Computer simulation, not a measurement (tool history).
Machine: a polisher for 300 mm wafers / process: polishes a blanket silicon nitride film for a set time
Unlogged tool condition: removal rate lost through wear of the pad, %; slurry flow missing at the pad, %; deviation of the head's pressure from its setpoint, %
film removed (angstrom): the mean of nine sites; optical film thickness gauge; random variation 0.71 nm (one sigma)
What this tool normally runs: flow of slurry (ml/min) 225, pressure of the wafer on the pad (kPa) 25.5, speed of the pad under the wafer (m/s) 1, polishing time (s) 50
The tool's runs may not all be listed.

run,hour,flow of slurry (ml/min),pressure of the wafer on the pad (kPa),speed of the pad under the wafer (m/s),polishing time (s),wafers since the last listed run,wafers polished on this pad,hours since the slurry nozzle was cleaned,hours since the head pressure was calibrated,"incoming thickness of the incoming film, nm",film removed (angstrom)
1,0,225,22.1,1,45,0,164,173.6,321.3,934.4,851
2,11.2,160,32.4,1,50,63,228,184.8,332.5,945.3,1334
3,22.4,160,32.4,1,50,63,291,196,343.7,934.1,1334
4,29.5,225,25.5,1,50,40,331,203.1,350.8,929.6,1078
5,42.2,225,25.5,1,50,71,402,215.8,363.5,939.9,1099
6,60.1,225,25.5,1,50,100,503,233.7,381.4,942,1078
7,68.2,265,25.5,1,50,45,549,241.8,389.5,941.2,1093
8,85.7,265,25.5,1,50,98,648,259.3,407,956,1093
9,96.2,225,25.5,1,50,59,707,269.8,417.5,955.4,1076
10,111.8,175,25.5,1,50,87,795,285.4,433.1,955,1044
11,124.6,175,25.5,1,50,72,867,298.2,445.9,929.2,1047
# hour 135.8: worn pad replaced by a new one
12,136.3,175,25.5,1,50,43,2,309.9,457.6,931.3,1066
13,143.8,225,25.5,1,50,42,45,317.4,465.1,952.2,1101
14,149.9,225,25.5,1,50,34,79,323.5,471.2,934.8,1103
# hour 179.8: head pressure recalibrated
15,190.2,225,25.5,1,50,216,295,363.8,10.4,941.7,1093
16,197.5,225,25.5,1,50,41,336,371.1,17.7,934.9,1084
17,206,225,23.4,0.72,50,47,384,379.6,26.2,952.5,851
18,212.7,160,28.3,0.76,34,37,422,386.3,32.9,942.1,695
19,227.3,225,29,1.1,50,82,504,400.9,47.5,936.7,1286
# hour 230.2: slurry nozzle cleaned
20,236.1,225,25.5,0.86,50,43,548,5.9,56.3,932,987
21,245.8,225,25.5,1,50,54,603,15.6,66,957.8,1073
22,255.4,250,25.5,1,45,54,657,25.2,75.6,933.8,983
23,264,225,25.5,1,50,48,706,33.8,84.2,930,1067
24,280.3,260,32.4,1,50,91,798,50.1,100.5,947.4,1375
25,291.1,225,17.2,1,43,60,859,60.9,111.3,940.9,619
26,307.7,225,25.5,1,50,93,952,77.5,127.9,947.8,1070
27,314.7,185,19.3,1.24,33,39,992,84.5,134.9,921.8,579
# hour 327.6: worn pad replaced by a new one, of another model than before
28,328.1,300,25.5,1,50,53,2,97.9,148.3,950.7,1117
29,341,225,25.5,1,50,72,75,110.8,161.2,942.7,1113
30,358.6,225,25.5,1.2,35,99,174,128.4,178.8,939.4,814
31,376.3,225,25.5,1,50,99,274,146.1,196.5,957,1079
32,393.3,225,20.7,0.82,66,95,370,163.1,213.5,943.4,1212
33,402.2,225,17.9,1,50,50,420,172,222.4,923.7,900
34,414.7,225,25.5,1.26,59,70,491,184.5,234.9,939.5,1372
35,427.7,165,25.5,1,50,73,564,197.5,247.9,935.4,1061
36,439.4,225,25.5,0.72,42,65,630,209.2,259.6,927.5,833
37,450.5,160,32.4,1,50,62,692,220.3,270.7,926.6,1222

Pick out some run-to-run changes in film removed (angstrom). Of each, how much would a tool without hidden state show as well, from the settings, what came in and chance, and how much is left for the hidden state and any gauge scatter not in both results compared?
Run 11 -> 12: worn pad replaced by a new one. film removed (angstrom) +19: hidden state +28, all else -9.
Run 18 -> 19: flow of slurry (ml/min) 160 -> 225, pressure of the wafer on the pad (kPa) 28.3 -> 29, speed of the pad under the wafer (m/s) 0.76 -> 1.1, polishing time (s) 34 -> 50. film removed (angstrom) +591: hidden state -16, all else +607.
Run 24 -> 25: flow of slurry (ml/min) 260 -> 225, pressure of the wafer on the pad (kPa) 32.4 -> 17.2, polishing time (s) 50 -> 43. film removed (angstrom) -756: hidden state +25, all else -781.
Run 25 -> 26: pressure of the wafer on the pad (kPa) 17.2 -> 25.5, polishing time (s) 43 -> 50. film removed (angstrom) +451: hidden state -21, all else +472.
Run 27 -> 28: flow of slurry (ml/min) 185 -> 300, pressure of the wafer on the pad (kPa) 19.3 -> 25.5, speed of the pad under the wafer (m/s) 1.24 -> 1, polishing time (s) 33 -> 50, worn pad replaced by a new one, of another model than before. film removed (angstrom) +538: hidden state +20, all else +518.
